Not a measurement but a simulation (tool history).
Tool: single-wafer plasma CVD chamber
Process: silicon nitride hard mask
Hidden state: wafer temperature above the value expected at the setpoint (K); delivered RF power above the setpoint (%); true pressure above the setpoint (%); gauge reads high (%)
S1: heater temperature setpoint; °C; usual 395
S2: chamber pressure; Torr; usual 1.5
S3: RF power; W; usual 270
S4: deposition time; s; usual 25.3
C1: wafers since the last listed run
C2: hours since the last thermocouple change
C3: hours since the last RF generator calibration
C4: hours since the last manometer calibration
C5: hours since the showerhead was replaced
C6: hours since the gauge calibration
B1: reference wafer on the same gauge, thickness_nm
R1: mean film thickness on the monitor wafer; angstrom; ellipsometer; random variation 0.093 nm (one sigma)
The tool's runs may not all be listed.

run,hour,S1,S2,S3,S4,C1,C2,C3,C4,C5,C6,B1,R1
1,0,395,1.5,270,22.9,0,1718.6,2058.1,1117.2,1916.1,635,30.9,256.75
2,46.8,395,1.5,270,25.3,1256,1765.4,2104.9,1164,1962.9,681.8,30.938,284.09
3,80.6,395,1.5,270,25.3,907,1799.2,2138.7,1197.8,1996.7,715.6,30.866,283.51
4,121.9,395,1.5,270,25.3,1109,1840.5,2180,1239.1,2038,756.9,30.922,283.25
5,172.1,395,1.5,270,25.3,1348,1890.7,2230.2,1289.3,2088.2,807.1,30.925,283.66
6,200.2,395,1.5,270,25.3,754,1918.8,2258.3,1317.4,2116.3,835.2,30.872,284.79
7,362.9,403,1.5,270,25.3,4369,2081.5,2421,1480.1,2279,997.9,30.91,280.86
# hour 397.4: RF generator calibrated
8,421,395,1.3,270,25.3,1345,2139.6,23.6,1538.2,2337.1,1056,30.92,285.01
9,484,388,1.64,220,23.2,1692,2202.6,86.6,1601.2,2400.1,1119,30.898,239.03
10,512.5,395,1.28,295,26.8,765,2231.1,115.1,1629.7,2428.6,1147.5,30.848,317.44
11,573.2,395,1.87,270,25.3,1630,2291.8,175.8,1690.4,2489.3,1208.2,30.939,305.13
12,612.8,381,1.61,270,30.3,1063,2331.4,215.4,1730,2528.9,1247.8,30.88,358.12
13,663.7,387,1.5,270,29.7,1367,2382.3,266.3,1780.9,2579.8,1298.7,30.885,342.38
14,700.3,402,1.5,300,25.3,982,2418.9,302.9,1817.5,2616.4,1335.3,30.882,310.42
15,741.8,395,1.5,270,25.3,1114,2460.4,344.4,1859,2657.9,1376.8,30.848,291.68
16,788.6,395,1.5,270,25.3,1256,2507.2,391.2,1905.8,2704.7,1423.6,30.887,290.82
# hour 815.1: capacitance manometer re-zeroed and calibrated
17,848,395,1.3,270,25.3,1380,2566.6,450.6,32.9,2764.1,1483,30.869,279.88
18,907.5,395,1.2,270,26.9,1598,2626.1,510.1,92.4,2823.6,1542.5,30.871,292.19
# hour 1013.5: gauge calibrated
# hour 1017: thermocouple changed; heater temperature recalibrated
19,1110.8,402,1.5,270,27.7,5245,93.8,713.4,295.7,3026.9,97.3,30.903,313.54
# hour 1119.9: showerhead replaced
20,1145.6,382,1.76,230,20.9,719,128.6,748.2,330.5,25.7,132.1,30.907,220.87
21,1211.8,390,1.35,230,27.8,1777,194.8,814.4,396.7,91.9,198.3,30.869,275.44
22,1260.3,380,1.74,270,25.3,1302,243.3,862.9,445.2,140.4,246.8,30.878,295.53
23,1314.1,395,1.5,320,26.6,1444,297.1,916.7,499,194.2,300.6,30.884,336.49
24,1362.8,395,1.5,285,25.3,1307,345.8,965.4,547.7,242.9,349.3,30.911,294.97
25,1412.1,388,1.5,270,22.6,1324,395.1,1014.7,597,292.2,398.6,30.924,256.73
26,1447,403,1.5,255,29.1,937,430,1049.6,631.9,327.1,433.5,30.878,314.14
27,1474.3,395,1.5,270,25.3,733,457.3,1076.9,659.2,354.4,460.8,30.947,284.09
28,1544.2,395,1.26,270,25.3,1877,527.2,1146.8,729.1,424.3,530.7,30.857,275.11

The tool's hidden state at each run:
wafer temperature above the value expected at the setpoint (K): 0 in every run
gauge reads high (%): 0 in every run
H1: delivered RF power above the setpoint (%)
H2: true pressure above the setpoint (%)
run,H1,H2
1,-4.75,2.91
2,-4.77,3.09
3,-4.79,3.22
4,-4.81,3.38
5,-4.83,3.57
6,-4.84,3.68
7,-4.89,4.31
8,-0.386,4.53
9,-0.718,4.77
10,-0.86,4.88
11,-1.15,5.12
12,-1.32,5.27
13,-1.54,5.47
14,-1.68,5.61
15,-1.84,5.77
16,-2.01,5.95
17,-2.21,0.102
18,-2.4,0.332
19,-2.95,1.11
20,-3.03,1.25
21,-3.18,1.5
22,-3.27,1.69
23,-3.38,1.9
24,-3.47,2.09
25,-3.55,2.28
26,-3.61,2.41
27,-3.65,2.51
28,-3.75,2.78
